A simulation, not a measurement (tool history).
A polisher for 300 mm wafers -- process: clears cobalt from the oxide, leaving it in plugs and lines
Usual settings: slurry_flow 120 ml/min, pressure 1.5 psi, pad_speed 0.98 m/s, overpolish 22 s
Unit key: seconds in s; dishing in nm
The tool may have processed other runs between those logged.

| run | day | slurry_flow | pressure | pad_speed | overpolish | wafers since the last listed run | wafers polished on this pad | hours since the slurry nozzle was cleaned | hours since the head pressure was calibrated | incoming thickness of the incoming film, nm | seconds | dishing |
|---|---|---|---|---|---|---|---|---|---|---|---|---|
| 1 | 0 | 120 | 1.5 | 0.98 | 22 | 0 | 2751 | 251 | 793.4 | 296.4 | 100.3 | 29.3 |
|  | 0.35 | worn pad replaced by a new one |
|  | 1.258 | head pressure recalibrated |
| 2 | 1.604 | 120 | 1.5 | 0.98 | 22 | 341 | 294 | 289.5 | 8.3 | 292.8 | 101.2 | 29.6 |
|  | 2.712 | slurry nozzle cleaned |
| 3 | 3.454 | 120 | 1.5 | 0.98 | 22 | 455 | 749 | 17.8 | 52.7 | 297.8 | 92.1 | 30.4 |
| 4 | 4.538 | 120 | 1.5 | 0.98 | 22 | 272 | 1022 | 43.8 | 78.7 | 295.4 | 93.1 | 30.1 |
| 5 | 6.058 | 120 | 1.5 | 0.98 | 22 | 382 | 1405 | 80.3 | 115.2 | 293.6 | 90.7 | 30.3 |
| 6 | 7.979 | 120 | 1.5 | 0.98 | 22 | 483 | 1889 | 126.4 | 161.3 | 290.2 | 92.3 | 30.3 |
|  | 10.329 | worn pad replaced by a new one |
| 7 | 13.367 | 120 | 1.5 | 0.72 | 22 | 1314 | 765 | 255.7 | 290.6 | 298.7 | 137 | 26 |
|  | 15.512 | slurry nozzle cleaned |
| 8 | 16.121 | 120 | 1.5 | 0.72 | 22 | 683 | 1448 | 14.6 | 356.7 | 295.9 | 127.2 | 26.9 |
| 9 | 17.783 | 120 | 1.5 | 0.98 | 22 | 418 | 1866 | 54.5 | 396.6 | 294.4 | 95.7 | 31.2 |
| 10 | 19.379 | 120 | 1.5 | 1.1 | 22 | 401 | 2268 | 92.8 | 434.9 | 293.3 | 83.8 | 31.2 |
| 11 | 22.183 | 120 | 1.5 | 1.1 | 22 | 706 | 2974 | 160.1 | 502.2 | 294.2 | 85.7 | 30.9 |
|  | 22.525 | worn pad replaced by a new one |
| 12 | 23.521 | 120 | 1.5 | 1.1 | 22 | 294 | 250 | 192.2 | 534.3 | 294 | 83.5 | 31.2 |
|  | 27.521 | slurry nozzle cleaned |
| 13 | 31.479 | 140 | 1.5 | 0.84 | 22 | 1993 | 2243 | 95 | 725.3 | 292.7 | 106.7 | 29.8 |
|  | 32.254 | worn pad replaced by a new one |
| 14 | 32.946 | 120 | 1.5 | 0.76 | 22 | 327 | 174 | 130.2 | 760.5 | 295.5 | 121.9 | 26.8 |

Run 15 has not been measured yet. What should we expect?
| 15 | 34.262 | 120 | 1.5 | 0.98 | 22 | 331 | 506 | 161.8 | 792.1 | 293.9 | ? | ? |

Run 15 gave seconds 96.3 s, dishing 30.1 nm.
If the tool had no hidden condition, the same run with the same run-to-run variation would have returned seconds 93.6 s, dishing 30.4 nm.

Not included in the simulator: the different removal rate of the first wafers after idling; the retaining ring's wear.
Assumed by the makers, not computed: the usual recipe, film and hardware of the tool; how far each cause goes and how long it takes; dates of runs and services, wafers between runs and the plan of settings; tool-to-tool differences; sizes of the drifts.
